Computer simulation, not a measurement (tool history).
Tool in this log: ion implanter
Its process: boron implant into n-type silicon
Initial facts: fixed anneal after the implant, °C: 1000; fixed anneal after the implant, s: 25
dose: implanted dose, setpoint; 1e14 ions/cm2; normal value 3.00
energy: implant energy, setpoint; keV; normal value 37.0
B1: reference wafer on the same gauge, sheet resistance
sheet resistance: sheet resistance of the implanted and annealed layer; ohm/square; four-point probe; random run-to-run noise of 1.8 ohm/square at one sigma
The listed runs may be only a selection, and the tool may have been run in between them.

{"run": 1, "hour": 0.0, "dose": 3.4, "energy": 28.0, "B1": 342.98, "sheet resistance": 288.09}
{"run": 2, "hour": 59.2, "dose": 3.4, "energy": 28.0, "B1": 343.34, "sheet resistance": 288.65}
{"run": 3, "hour": 108.7, "dose": 3.4, "energy": 28.0, "B1": 342.84, "sheet resistance": 288.27}
{"run": 4, "hour": 162.3, "dose": 3.0, "energy": 44.0, "B1": 343.17, "sheet resistance": 302.37}
{"run": 5, "hour": 214.9, "dose": 3.0, "energy": 44.0, "B1": 343.09, "sheet resistance": 303.83}
{"run": 6, "hour": 257.6, "dose": 3.0, "energy": 44.0, "B1": 342.73, "sheet resistance": 299.55}
{"run": 7, "hour": 305.5, "dose": 3.33, "energy": 37.0, "B1": 342.68, "sheet resistance": 280.96}
{"run": 8, "hour": 346.7, "dose": 3.33, "energy": 37.0, "B1": 342.88, "sheet resistance": 282.18}
{"run": 9, "hour": 394.9, "dose": 3.53, "energy": 37.0, "B1": 343.29, "sheet resistance": 271.51}
{"run": 10, "hour": 431.9, "dose": 3.53, "energy": 37.0, "B1": 342.22, "sheet resistance": 270.03}
{"run": 11, "hour": 468.4, "dose": 3.0, "energy": 37.0, "B1": 342.83, "sheet resistance": 307.26}
{"run": 12, "hour": 505.7, "dose": 3.0, "energy": 37.0, "B1": 342.81, "sheet resistance": 307.15}
{"run": 13, "hour": 534.6, "dose": 3.0, "energy": 37.0, "B1": 343.32, "sheet resistance": 302.81}
{"run": 14, "hour": 605.4, "dose": 3.0, "energy": 37.0, "B1": 342.77, "sheet resistance": 303.23}
{"run": 15, "hour": 664.0, "dose": 3.69, "energy": 43.0, "B1": 342.85, "sheet resistance": 253.53}
{"run": 16, "hour": 709.7, "dose": 3.69, "energy": 43.0, "B1": 343.1, "sheet resistance": 253.84}
{"run": 17, "hour": 821.2, "dose": 3.69, "energy": 43.0, "B1": 343.05, "sheet resistance": 251.61}
{"run": 18, "hour": 854.9, "dose": 2.56, "energy": 46.0, "B1": 343.26, "sheet resistance": 330.3}
{"hour": 899.1, "done": "gauge calibrated"}
{"run": 19, "hour": 910.6, "dose": 3.41, "energy": 32.5, "B1": 343.24, "sheet resistance": 278.85}
{"run": 20, "hour": 968.5, "dose": 3.0, "energy": 28.0, "B1": 342.83, "sheet resistance": 310.25}
{"hour": 979.2, "done": "Faraday cup replaced and dose calibrated"}
{"run": 21, "hour": 992.9, "dose": 2.52, "energy": 41.0, "B1": 342.58, "sheet resistance": 349.39}
{"run": 22, "hour": 1110.7, "dose": 2.32, "energy": 26.0, "B1": 342.91, "sheet resistance": 391.75}
{"hour": 1269.3, "done": "extraction supply calibrated"}
{"run": 23, "hour": 1269.8, "dose": 2.67, "energy": 37.0, "B1": 342.88, "sheet resistance": 338.68}
{"run": 24, "hour": 1290.7, "dose": 2.52, "energy": 29.5, "B1": 342.84, "sheet resistance": 365.03}
{"run": 25, "hour": 1328.8, "dose": 3.0, "energy": 37.0, "B1": 342.74, "sheet resistance": 310.04}
{"run": 26, "hour": 1390.5, "dose": 2.37, "energy": 33.0, "B1": 343.32, "sheet resistance": 377.73}
{"run": 27, "hour": 1422.5, "dose": 3.69, "energy": 28.0, "B1": 343.22, "sheet resistance": 270.57}
{"run": 28, "hour": 1458.0, "dose": 3.0, "energy": 37.0, "B1": 343.04, "sheet resistance": 307.21}
{"run": 29, "hour": 1508.0, "dose": 3.88, "energy": 41.0, "B1": 343.01, "sheet resistance": 249.78}
{"run": 30, "hour": 1533.7, "dose": 2.74, "energy": 42.0, "B1": 342.8, "sheet resistance": 322.89}
{"run": 31, "hour": 1572.2, "dose": 3.41, "energy": 50.0, "B1": 342.74, "sheet resistance": 269.36}
{"run": 32, "hour": 1602.8, "dose": 3.0, "energy": 37.0, "B1": 342.86, "sheet resistance": 307.33}
{"run": 33, "hour": 1632.9, "dose": 2.48, "energy": 33.0, "B1": 342.6, "sheet resistance": 358.96}
{"run": 34, "hour": 1670.0, "dose": 3.41, "energy": 37.0, "B1": 343.0, "sheet resistance": 279.01}
{"run": 35, "hour": 1716.7, "dose": 3.0, "energy": 37.0, "B1": 342.56, "sheet resistance": 307.47}

Had the tool no unlogged condition, and each run kept its random variation, what would the results have been?
The tool's hidden condition here consists of: deviation of the true dose from the Faraday cup's reading, %; deviation of the true energy from its setpoint, %; gauge reads high (%).
run=1 sheet_resistance=290.82
run=2 sheet_resistance=291.64
run=3 sheet_resistance=291.49
run=4 sheet_resistance=305.89
run=5 sheet_resistance=307.64
run=6 sheet_resistance=303.53
run=7 sheet_resistance=285.03
run=8 sheet_resistance=286.50
run=9 sheet_resistance=275.95
run=10 sheet_resistance=274.66
run=11 sheet_resistance=312.67
run=12 sheet_resistance=312.80
run=13 sheet_resistance=308.58
run=14 sheet_resistance=309.50
run=15 sheet_resistance=259.21
run=16 sheet_resistance=259.81
run=17 sheet_resistance=258.25
run=18 sheet_resistance=338.84
run=19 sheet_resistance=286.92
run=20 sheet_resistance=319.70
run=21 sheet_resistance=351.62
run=22 sheet_resistance=394.41
run=23 sheet_resistance=341.09
run=24 sheet_resistance=367.70
run=25 sheet_resistance=312.36
run=26 sheet_resistance=380.65
run=27 sheet_resistance=272.80
run=28 sheet_resistance=309.76
run=29 sheet_resistance=251.99
run=30 sheet_resistance=325.70
run=31 sheet_resistance=271.82
run=32 sheet_resistance=310.24
run=33 sheet_resistance=362.43
run=34 sheet_resistance=281.88
run=35 sheet_resistance=310.74
